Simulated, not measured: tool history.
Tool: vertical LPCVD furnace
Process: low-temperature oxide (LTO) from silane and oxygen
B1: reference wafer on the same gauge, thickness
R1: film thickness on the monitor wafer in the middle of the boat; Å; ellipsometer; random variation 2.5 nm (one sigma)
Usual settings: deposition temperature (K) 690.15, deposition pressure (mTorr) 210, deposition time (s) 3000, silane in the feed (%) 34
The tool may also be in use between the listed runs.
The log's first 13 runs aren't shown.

run 14 hour=931.1 | deposition_temperature_(K)=682.15 deposition_pressure_(mTorr)=245 deposition_time_(s)=3000 silane_in_the_feed_(%)=40 | B1=441.47 | R1=6416.6
run 15 hour=1013.1 | deposition_temperature_(K)=690.15 deposition_pressure_(mTorr)=210 deposition_time_(s)=3000 silane_in_the_feed_(%)=34 | B1=441.24 | R1=4962.1
-- hour=1055.6 thermocouples replaced and temperature profile calibrated
run 16 hour=1098.1 | deposition_temperature_(K)=690.15 deposition_pressure_(mTorr)=210 deposition_time_(s)=3000 silane_in_the_feed_(%)=34 | B1=442.21 | R1=4756.7
run 17 hour=1205.6 | deposition_temperature_(K)=690.15 deposition_pressure_(mTorr)=210 deposition_time_(s)=3000 silane_in_the_feed_(%)=34 | B1=441.97 | R1=4739.6
run 18 hour=1248.0 | deposition_temperature_(K)=690.15 deposition_pressure_(mTorr)=210 deposition_time_(s)=3000 silane_in_the_feed_(%)=34 | B1=442.29 | R1=4791.5
run 19 hour=1300.2 | deposition_temperature_(K)=690.15 deposition_pressure_(mTorr)=170 deposition_time_(s)=3000 silane_in_the_feed_(%)=30 | B1=442.30 | R1=3279.1
run 20 hour=1336.8 | deposition_temperature_(K)=690.15 deposition_pressure_(mTorr)=210 deposition_time_(s)=3660 silane_in_the_feed_(%)=36 | B1=441.95 | R1=6355.0
run 21 hour=1437.6 | deposition_temperature_(K)=696.15 deposition_pressure_(mTorr)=245 deposition_time_(s)=3000 silane_in_the_feed_(%)=34 | B1=442.27 | R1=6064.0
run 22 hour=1492.1 | deposition_temperature_(K)=690.15 deposition_pressure_(mTorr)=185 deposition_time_(s)=2700 silane_in_the_feed_(%)=34 | B1=441.66 | R1=3878.7
run 23 hour=1568.1 | deposition_temperature_(K)=700.15 deposition_pressure_(mTorr)=180 deposition_time_(s)=3600 silane_in_the_feed_(%)=40 | B1=442.05 | R1=6808.5
-- hour=1687.7 pressure gauge zeroed
run 24 hour=1688.2 | deposition_temperature_(K)=690.15 deposition_pressure_(mTorr)=210 deposition_time_(s)=3000 silane_in_the_feed_(%)=34 | B1=441.04 | R1=4695.0
run 25 hour=1753.9 | deposition_temperature_(K)=690.15 deposition_pressure_(mTorr)=210 deposition_time_(s)=3000 silane_in_the_feed_(%)=34 | B1=442.67 | R1=4826.2
run 26 hour=2047.6 | deposition_temperature_(K)=685.15 deposition_pressure_(mTorr)=235 deposition_time_(s)=2460 silane_in_the_feed_(%)=31 | B1=441.84 | R1=3682.6
run 27 hour=2110.5 | deposition_temperature_(K)=696.15 deposition_pressure_(mTorr)=165 deposition_time_(s)=3540 silane_in_the_feed_(%)=28 | B1=442.23 | R1=3618.4
run 28 hour=2146.7 | deposition_temperature_(K)=690.15 deposition_pressure_(mTorr)=210 deposition_time_(s)=1800 silane_in_the_feed_(%)=34 | B1=441.59 | R1=2887.3
run 29 hour=2214.5 | deposition_temperature_(K)=690.15 deposition_pressure_(mTorr)=210 deposition_time_(s)=3000 silane_in_the_feed_(%)=34 | B1=441.81 | R1=4818.8
run 30 hour=2295.0 | deposition_temperature_(K)=690.15 deposition_pressure_(mTorr)=230 deposition_time_(s)=2280 silane_in_the_feed_(%)=30 | B1=442.12 | R1=3417.1
run 31 hour=2331.1 | deposition_temperature_(K)=683.15 deposition_pressure_(mTorr)=210 deposition_time_(s)=3000 silane_in_the_feed_(%)=34 | B1=441.13 | R1=4490.7
run 32 hour=2388.4 | deposition_temperature_(K)=690.15 deposition_pressure_(mTorr)=210 deposition_time_(s)=3000 silane_in_the_feed_(%)=34 | B1=441.53 | R1=4829.2

Forecast each of these 3 alternatives for the next run:
run A hour=2393.5 | deposition_temperature_(K)=690.15 deposition_pressure_(mTorr)=210 deposition_time_(s)=3000 silane_in_the_feed_(%)=34 | B1=? | R1=?
run B hour=2393.5 | deposition_temperature_(K)=687.15 deposition_pressure_(mTorr)=235 deposition_time_(s)=4110 silane_in_the_feed_(%)=30 | B1=? | R1=?
run C hour=2393.5 | deposition_temperature_(K)=695.15 deposition_pressure_(mTorr)=210 deposition_time_(s)=3000 silane_in_the_feed_(%)=38 | B1=? | R1=?

run=A B1=442.69 R1=4839.0
run=B B1=442.69 R1=6052.5
run=C B1=442.69 R1=5851.4
Without the tool's hidden state the same runs would have given:
run=A R1=4667.2
run=B R1=5830.4
run=C R1=5653.2

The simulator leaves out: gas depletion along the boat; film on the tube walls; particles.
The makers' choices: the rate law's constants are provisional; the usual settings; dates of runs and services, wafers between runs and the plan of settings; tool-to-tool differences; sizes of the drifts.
